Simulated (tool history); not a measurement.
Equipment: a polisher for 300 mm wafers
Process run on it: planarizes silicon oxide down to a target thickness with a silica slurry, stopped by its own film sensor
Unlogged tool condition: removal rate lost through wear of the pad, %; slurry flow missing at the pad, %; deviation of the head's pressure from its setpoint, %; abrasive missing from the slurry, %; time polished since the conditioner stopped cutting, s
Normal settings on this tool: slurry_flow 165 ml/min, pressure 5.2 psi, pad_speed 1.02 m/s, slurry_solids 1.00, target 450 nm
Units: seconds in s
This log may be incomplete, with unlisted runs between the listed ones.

run,day,slurry_flow,pressure,pad_speed,slurry_solids,target,wafers since the last listed run,wafers polished on this pad,hours since the slurry nozzle was cleaned,hours since the head pressure was calibrated,hours since the slurry blender was calibrated,hours since the conditioning disc was replaced,"incoming thickness of the incoming film, nm",seconds
1,0.000,165,5.2,1.02,1.00,450,0,695,254.9,1252.2,163.3,219.6,734.7,65.8
# day 0.683: worn pad replaced by a new one
2,0.704,165,5.2,1.02,1.00,450,152,5,271.8,1269.1,180.2,236.5,722.2,63.0
# day 1.179: slurry blender recalibrated
3,1.200,165,5.2,1.02,1.00,518,117,123,283.7,1281.0,0.5,248.4,725.0,48.6
4,1.617,165,5.2,1.02,1.00,450,118,241,293.7,1291.0,10.5,258.4,730.1,66.4
5,1.979,165,5.2,1.02,1.00,406,102,344,302.4,1299.7,19.2,267.1,733.3,76.4
6,2.638,165,5.2,1.02,1.00,406,186,531,318.2,1315.5,35.0,282.9,734.8,79.4
7,3.200,165,5.2,1.02,1.00,406,159,691,331.7,1329.0,48.5,296.4,742.3,79.1
8,3.492,165,5.2,1.02,1.15,450,82,773,338.7,1336.0,55.5,303.4,722.9,61.8
9,3.762,165,5.2,1.02,1.15,450,76,850,345.2,1342.5,62.0,309.9,733.8,61.7
# day 4.079: worn pad replaced by a new one
10,4.433,115,4.3,0.84,1.00,355,143,100,361.3,1358.6,78.1,326.0,739.7,149.5
11,5.058,165,5.2,1.30,1.10,450,177,277,376.3,1373.6,93.1,341.0,739.7,55.3
12,5.688,165,4.0,0.88,1.25,450,178,456,391.4,1388.7,108.2,356.1,731.9,87.8
# day 5.925: head pressure recalibrated
# day 6.050: slurry nozzle cleaned
13,6.146,165,5.2,1.02,1.00,450,94,550,2.3,5.3,119.2,367.1,721.5,59.2
14,6.738,210,6.9,0.82,1.00,365,168,718,16.5,19.5,133.4,381.3,743.1,72.8
15,7.008,165,5.2,1.02,1.30,450,76,795,23.0,26.0,139.9,387.8,727.7,53.3
# day 7.475: worn pad replaced by a new one
# day 8.921: slurry blender recalibrated
16,9.175,165,6.6,1.02,1.00,539,544,459,75.0,78.0,6.1,439.8,738.4,35.4
# day 9.554: conditioning disc replaced and pad reconditioned
17,9.575,165,5.2,1.02,1.30,450,89,548,84.6,87.6,15.7,0.5,729.2,54.6
18,10.142,200,5.2,1.32,0.90,375,160,709,98.2,101.2,29.3,14.1,728.0,67.1
# day 10.833: worn pad replaced by a new one
19,10.854,165,6.3,0.76,0.70,450,155,5,115.3,118.3,46.4,31.2,740.7,87.0
20,11.271,165,4.6,1.02,1.00,450,118,124,125.3,128.3,56.4,41.2,739.4,73.0
21,11.688,210,5.2,1.12,0.75,450,118,242,135.3,138.3,66.4,51.2,727.5,67.8
22,12.175,215,5.2,1.28,1.00,450,138,380,147.0,150.0,78.1,62.9,724.8,50.0
23,12.662,165,5.2,1.02,1.00,450,138,519,158.7,161.7,89.8,74.6,728.6,64.6
24,13.042,180,5.2,1.02,1.20,450,107,627,167.8,170.8,98.9,83.7,737.4,58.6
25,13.333,165,5.2,1.02,1.00,450,82,709,174.8,177.8,105.9,90.7,738.7,66.1

Predict each of these 5 candidate next runs independently; none follows another, all start after run 25:
A,13.350,165,5.9,1.02,1.00,450,4,714,175.2,178.2,106.3,91.1,735.4,?
B,13.350,165,5.2,1.02,0.80,488,4,714,175.2,178.2,106.3,91.1,735.4,?
C,13.350,165,6.9,1.20,1.00,485,4,714,175.2,178.2,106.3,91.1,735.4,?
D,13.350,130,5.2,1.02,1.00,530,4,714,175.2,178.2,106.3,91.1,735.4,?
E,13.350,105,6.9,1.20,1.00,524,4,714,175.2,178.2,106.3,91.1,735.4,?

run,seconds
A,57.1
B,64.6
C,37.6
D,49.3
E,35.8
Stripped of hidden state, with their random variation kept, the same runs would have yielded:
run,seconds
A,55.0
B,62.3
C,36.3
D,47.1
E,33.8
